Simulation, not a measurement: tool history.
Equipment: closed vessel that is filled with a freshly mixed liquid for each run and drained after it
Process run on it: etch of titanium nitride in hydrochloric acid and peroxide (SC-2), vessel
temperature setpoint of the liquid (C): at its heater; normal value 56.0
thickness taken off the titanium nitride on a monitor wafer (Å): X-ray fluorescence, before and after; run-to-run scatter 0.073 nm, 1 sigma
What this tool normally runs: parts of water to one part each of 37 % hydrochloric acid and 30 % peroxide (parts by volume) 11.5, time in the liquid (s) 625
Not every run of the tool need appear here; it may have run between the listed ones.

| run | day | temperature setpoint of the liquid (C) | parts of water to one part each of 37 % hydrochloric acid and 30 % peroxide (parts by volume) | time in the liquid (s) | read-back film thickness of the titanium nitride reference wafer, read on the same gauge (nm) | thickness taken off the titanium nitride on a monitor wafer (Å) |
|---|---|---|---|---|---|---|
| 1 | 0.000 | 56.0 | 11.5 | 470 | 139.99 | 114.1 |
|  | 2.454 | gauge calibrated |
| 2 | 3.058 | 56.0 | 14.5 | 625 | 140.02 | 124.9 |
|  | 5.146 | thermometer replaced |
|  | 6.604 | new drum of peroxide connected |
| 3 | 15.700 | 56.0 | 14.5 | 625 | 140.01 | 124.5 |
| 4 | 17.750 | 56.0 | 14.5 | 625 | 140.01 | 125.2 |
| 5 | 22.021 | 56.0 | 11.5 | 625 | 139.97 | 152.8 |
| 6 | 25.029 | 56.0 | 11.5 | 625 | 139.99 | 153.1 |
| 7 | 27.300 | 56.0 | 11.5 | 625 | 140.02 | 153.6 |
| 8 | 30.471 | 56.0 | 11.5 | 625 | 140.04 | 152.9 |
| 9 | 34.288 | 58.5 | 11.5 | 625 | 139.99 | 180.6 |
| 10 | 36.112 | 58.5 | 11.5 | 625 | 139.99 | 178.8 |
|  | 36.888 | thermometer replaced |
| 11 | 40.354 | 58.5 | 11.5 | 625 | 139.99 | 179.1 |
| 12 | 42.533 | 63.5 | 11.5 | 625 | 140.03 | 245.6 |
| 13 | 44.071 | 63.5 | 11.5 | 625 | 139.99 | 245.1 |
| 14 | 48.538 | 56.0 | 14.0 | 980 | 139.98 | 201.8 |
| 15 | 50.608 | 56.0 | 11.5 | 625 | 140.01 | 152.8 |
|  | 51.583 | chemicals flow meter replaced |
| 16 | 52.679 | 56.0 | 16.5 | 625 | 140.02 | 112.3 |
| 17 | 54.621 | 56.0 | 11.5 | 625 | 140.05 | 153.2 |
| 18 | 58.683 | 56.0 | 7.5 | 810 | 140.02 | 281.5 |
|  | 61.000 | gauge calibrated |
| 19 | 61.571 | 56.0 | 14.5 | 625 | 140.02 | 124.9 |
|  | 63.112 | new drum of peroxide connected |
| 20 | 63.967 | 47.0 | 16.5 | 290 | 139.99 | 28.6 |
|  | 65.004 | thermometer replaced |
| 21 | 66.979 | 53.0 | 11.5 | 810 | 139.94 | 161.8 |
| 22 | 71.038 | 56.0 | 11.5 | 625 | 139.98 | 151.6 |
| 23 | 73.562 | 65.5 | 7.0 | 295 | 139.99 | 195.4 |
| 24 | 76.025 | 56.0 | 7.5 | 810 | 139.98 | 282.0 |
| 25 | 79.829 | 50.0 | 13.0 | 430 | 140.02 | 64.1 |

The next listed run, before its measurement:
| 26 | 82.908 | 61.0 | 11.5 | 625 | ? | ? |

read-back film thickness of the titanium nitride reference wafer, read on the same gauge (nm): 140.00
thickness taken off the titanium nitride on a monitor wafer (Å): 210.3
Take away the tool's hidden state, keep the run-to-run variation as it was, and the same run would have given thickness taken off the titanium nitride on a monitor wafer (Å) 210.3.

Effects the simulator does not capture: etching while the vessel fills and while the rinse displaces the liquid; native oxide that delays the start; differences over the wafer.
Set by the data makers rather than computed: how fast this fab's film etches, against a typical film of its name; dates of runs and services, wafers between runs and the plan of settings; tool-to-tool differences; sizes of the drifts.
